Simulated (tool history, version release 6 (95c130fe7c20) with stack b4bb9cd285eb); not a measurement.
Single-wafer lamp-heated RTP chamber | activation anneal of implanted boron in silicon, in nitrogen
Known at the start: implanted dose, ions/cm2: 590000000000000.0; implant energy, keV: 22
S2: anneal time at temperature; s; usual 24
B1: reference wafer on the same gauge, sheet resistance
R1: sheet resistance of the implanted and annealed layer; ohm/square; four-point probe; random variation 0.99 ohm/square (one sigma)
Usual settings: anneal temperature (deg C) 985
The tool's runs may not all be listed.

{"run": 1, "hour": 0.0, "anneal temperature (deg C)": 985, "S2": 24, "B1": 215.03, "R1": 186.71}
{"run": 2, "hour": 13.3, "anneal temperature (deg C)": 985, "S2": 24, "B1": 214.93, "R1": 186.93}
{"run": 3, "hour": 20.5, "anneal temperature (deg C)": 985, "S2": 24, "B1": 215.13, "R1": 186.04}
{"run": 4, "hour": 33.3, "anneal temperature (deg C)": 985, "S2": 24, "B1": 215.13, "R1": 184.91}
{"run": 5, "hour": 47.6, "anneal temperature (deg C)": 985, "S2": 24, "B1": 214.96, "R1": 186.84}
{"run": 6, "hour": 61.7, "anneal temperature (deg C)": 985, "S2": 24, "B1": 215.01, "R1": 187.98}
{"run": 7, "hour": 75.0, "anneal temperature (deg C)": 970, "S2": 24, "B1": 215.03, "R1": 193.18}
{"run": 8, "hour": 87.4, "anneal temperature (deg C)": 970, "S2": 24, "B1": 215, "R1": 193.5}
{"run": 9, "hour": 101.4, "anneal temperature (deg C)": 970, "S2": 24, "B1": 214.97, "R1": 190.51}
{"run": 10, "hour": 109.6, "anneal temperature (deg C)": 985, "S2": 13, "B1": 215.05, "R1": 186.45}
{"run": 11, "hour": 125.1, "anneal temperature (deg C)": 985, "S2": 13, "B1": 214.99, "R1": 187.56}
{"run": 12, "hour": 132.7, "anneal temperature (deg C)": 985, "S2": 24, "B1": 215, "R1": 184.2}
{"run": 13, "hour": 146.9, "anneal temperature (deg C)": 985, "S2": 24, "B1": 215.17, "R1": 185.71}
{"run": 14, "hour": 163.1, "anneal temperature (deg C)": 985, "S2": 24, "B1": 214.93, "R1": 183.74}
{"run": 15, "hour": 173.3, "anneal temperature (deg C)": 985, "S2": 24, "B1": 215.11, "R1": 184.57}
{"run": 16, "hour": 183.3, "anneal temperature (deg C)": 985, "S2": 24, "B1": 215, "R1": 186.09}
{"run": 17, "hour": 191.0, "anneal temperature (deg C)": 1003, "S2": 19, "B1": 215.01, "R1": 181.16}
{"hour": 210.5, "done": "reflector plate cleaned"}
{"run": 18, "hour": 211.0, "anneal temperature (deg C)": 960, "S2": 16, "B1": 214.96, "R1": 205.05}
{"run": 19, "hour": 230.6, "anneal temperature (deg C)": 985, "S2": 24, "B1": 215.08, "R1": 185.13}
{"run": 20, "hour": 244.1, "anneal temperature (deg C)": 975, "S2": 36, "B1": 215.12, "R1": 188.55}
{"run": 21, "hour": 253.5, "anneal temperature (deg C)": 1012, "S2": 24, "B1": 214.94, "R1": 178.57}
{"run": 22, "hour": 261.8, "anneal temperature (deg C)": 985, "S2": 24, "B1": 214.99, "R1": 184.16}
{"run": 23, "hour": 276.4, "anneal temperature (deg C)": 985, "S2": 24, "B1": 215.03, "R1": 185.79}
{"hour": 292.9, "done": "pyrometer window cleaned and pyrometer calibrated"}
{"run": 24, "hour": 293.4, "anneal temperature (deg C)": 967, "S2": 29, "B1": 215.06, "R1": 202.95}
{"run": 25, "hour": 305.0, "anneal temperature (deg C)": 985, "S2": 24, "B1": 214.92, "R1": 189.61}
{"hour": 307.6, "done": "gauge calibrated"}
{"run": 26, "hour": 312.6, "anneal temperature (deg C)": 959, "S2": 14, "B1": 215.18, "R1": 220.84}
{"run": 27, "hour": 325.7, "anneal temperature (deg C)": 964, "S2": 15, "B1": 215.13, "R1": 212.8}
{"run": 28, "hour": 334.1, "anneal temperature (deg C)": 961, "S2": 24, "B1": 215.1, "R1": 209.37}
{"run": 29, "hour": 344.0, "anneal temperature (deg C)": 985, "S2": 24, "B1": 214.91, "R1": 190.06}
{"run": 30, "hour": 354.5, "anneal temperature (deg C)": 961, "S2": 24, "B1": 214.89, "R1": 209.04}
{"run": 31, "hour": 361.2, "anneal temperature (deg C)": 998, "S2": 38, "B1": 214.97, "R1": 181.21}
{"run": 32, "hour": 371.1, "anneal temperature (deg C)": 999, "S2": 31, "B1": 215.2, "R1": 183.57}
{"run": 33, "hour": 424.9, "anneal temperature (deg C)": 976, "S2": 31, "B1": 215.14, "R1": 190.54}

4 ways to go on from here, each from the tool as it stands after run 33. What would each give?
{"run": "A", "hour": 425.3, "anneal temperature (deg C)": 985, "S2": 24, "B1": "?", "R1": "?"}
{"run": "B", "hour": 425.3, "anneal temperature (deg C)": 973, "S2": 30, "B1": "?", "R1": "?"}
{"run": "C", "hour": 425.3, "anneal temperature (deg C)": 1010, "S2": 11, "B1": "?", "R1": "?"}
{"run": "D", "hour": 425.3, "anneal temperature (deg C)": 1001, "S2": 24, "B1": "?", "R1": "?"}

run=A B1=215.1 R1=186.95
run=B B1=215.1 R1=191.88
run=C B1=215.1 R1=182.43
run=D B1=215.1 R1=182.27
Without the tool's hidden state the same runs would have given:
run=A R1=190.79
run=B R1=197.6
run=C R1=183.97
run=D R1=184.16

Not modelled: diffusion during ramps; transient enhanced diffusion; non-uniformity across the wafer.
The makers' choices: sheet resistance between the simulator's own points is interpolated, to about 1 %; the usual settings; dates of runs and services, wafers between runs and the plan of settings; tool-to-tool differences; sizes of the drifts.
